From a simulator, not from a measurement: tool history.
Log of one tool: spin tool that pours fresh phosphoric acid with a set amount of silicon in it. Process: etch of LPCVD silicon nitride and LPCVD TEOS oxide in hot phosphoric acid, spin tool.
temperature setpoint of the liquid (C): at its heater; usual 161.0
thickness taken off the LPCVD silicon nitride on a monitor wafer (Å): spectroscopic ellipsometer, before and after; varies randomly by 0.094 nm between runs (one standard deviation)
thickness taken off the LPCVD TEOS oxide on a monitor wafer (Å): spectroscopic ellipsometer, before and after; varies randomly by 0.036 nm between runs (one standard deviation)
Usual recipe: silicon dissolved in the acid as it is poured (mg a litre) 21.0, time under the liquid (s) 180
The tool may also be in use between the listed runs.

run     day  temperature setpoint of the liquid (C)  silicon dissolved in the acid as it is poured (mg a litre)  time under the liquid (s)  read-back film thickness of the LPCVD silicon nitride reference wafer, read on the same gauge (nm)  read-back film thickness of the LPCVD TEOS oxide reference wafer, read on the same gauge (nm)  thickness taken off the LPCVD silicon nitride on a monitor wafer (Å)  thickness taken off the LPCVD TEOS oxide on a monitor wafer (Å)
  1   0.000                                   159.0                                                        33.0                        180                                                                                               79.98                                                                                        109.984                                                                 147.1                                                             1.75
  2   1.221                                   159.0                                                        12.0                        250                                                                                               80.01                                                                                        110.032                                                                 204.0                                                             4.64
  3   4.042                                   161.0                                                        21.0                        180                                                                                               79.96                                                                                        110.037                                                                 155.7                                                             2.88
      5.567  -- gauge calibrated
  4   5.600                                   161.0                                                        32.5                         90                                                                                               80.00                                                                                        110.017                                                                  78.0                                                             1.20
  5   7.392                                   161.0                                                        21.0                        180                                                                                               80.02                                                                                        109.951                                                                 156.4                                                             3.31
  6   8.792                                   160.0                                                        21.0                        180                                                                                               80.01                                                                                        110.004                                                                 148.3                                                             2.83
  7  10.571                                   162.5                                                        16.0                        260                                                                                               79.99                                                                                        109.994                                                                 237.6                                                             5.73
  8  13.121                                   161.0                                                        21.0                        180                                                                                               80.00                                                                                        110.009                                                                 155.6                                                             2.99
  9  14.321                                   161.0                                                        21.0                        110                                                                                               80.00                                                                                        110.027                                                                  93.9                                                             1.86
 10  15.700                                   161.0                                                        21.0                        180                                                                                               80.02                                                                                        110.004                                                                 155.8                                                             3.72
 11  17.546                                   163.5                                                        27.0                        180                                                                                               80.03                                                                                        110.015                                                                 169.1                                                             2.44
 12  18.854                                   162.5                                                         6.0                        180                                                                                               79.98                                                                                        109.989                                                                 160.3                                                             5.22
 13  21.800                                   162.0                                                        32.0                        180                                                                                               79.98                                                                                        110.014                                                                 161.4                                                             1.86
 14  24.154                                   161.0                                                        25.5                         75                                                                                               79.98                                                                                        109.953                                                                  63.7                                                             1.03
 15  26.146                                   162.0                                                        21.0                        250                                                                                               80.03                                                                                        109.994                                                                 218.9                                                             4.92
 16  29.017                                   162.0                                                        38.0                         95                                                                                               79.99                                                                                        110.043                                                                  83.1                                                             1.02
 17  31.462                                   158.0                                                        33.0                        180                                                                                               79.97                                                                                        110.030                                                                 137.0                                                             1.70
 18  33.171                                   163.0                                                         6.0                        220                                                                                               80.01                                                                                        109.985                                                                 199.1                                                             5.25
 19  35.079                                   158.5                                                        21.0                        150                                                                                               79.99                                                                                        110.007                                                                 115.6                                                             2.21
     35.258  -- dissolved silicon flow meter replaced
 20  36.238                                   158.5                                                        31.5                        180                                                                                               79.97                                                                                        110.020                                                                 138.6                                                             1.88
 21  39.117                                   158.5                                                        33.5                        180                                                                                               80.01                                                                                        110.051                                                                 139.4                                                             1.86
 22  40.442                                   161.0                                                        21.0                        180                                                                                               80.02                                                                                        109.992                                                                 151.7                                                             2.98
 23  43.154                                   164.0                                                        21.0                        180                                                                                               80.01                                                                                        109.931                                                                 166.4                                                             3.42

Branching from run 23: 3 alternative next runs. What would each branch give?
  A  43.175                                   161.0                                                        31.0                        180                                                                                                   ?                                                                                              ?                                                                     ?                                                                ?
  B  43.175                                   162.0                                                         5.0                        210                                                                                                   ?                                                                                              ?                                                                     ?                                                                ?
  C  43.175                                   161.0                                                        11.5                        150                                                                                                   ?                                                                                              ?                                                                     ?                                                                ?

run  read-back film thickness of the LPCVD silicon nitride reference wafer, read on the same gauge (nm)  read-back film thickness of the LPCVD TEOS oxide reference wafer, read on the same gauge (nm)  thickness taken off the LPCVD silicon nitride on a monitor wafer (Å)  thickness taken off the LPCVD TEOS oxide on a monitor wafer (Å)
  A                                                                                               80.00                                                                                        110.003                                                                 151.4                                                             2.32
  B                                                                                               80.00                                                                                        110.003                                                                 182.7                                                             6.08
  C                                                                                               80.00                                                                                        110.003                                                                 126.2                                                             3.51
Without the tool's hidden state the same runs would have given:
run  thickness taken off the LPCVD silicon nitride on a monitor wafer (Å)  thickness taken off the LPCVD TEOS oxide on a monitor wafer (Å)
  A                                                                 160.0                                                             2.62
  B                                                                 193.0                                                             6.87
  C                                                                 133.3                                                             3.96
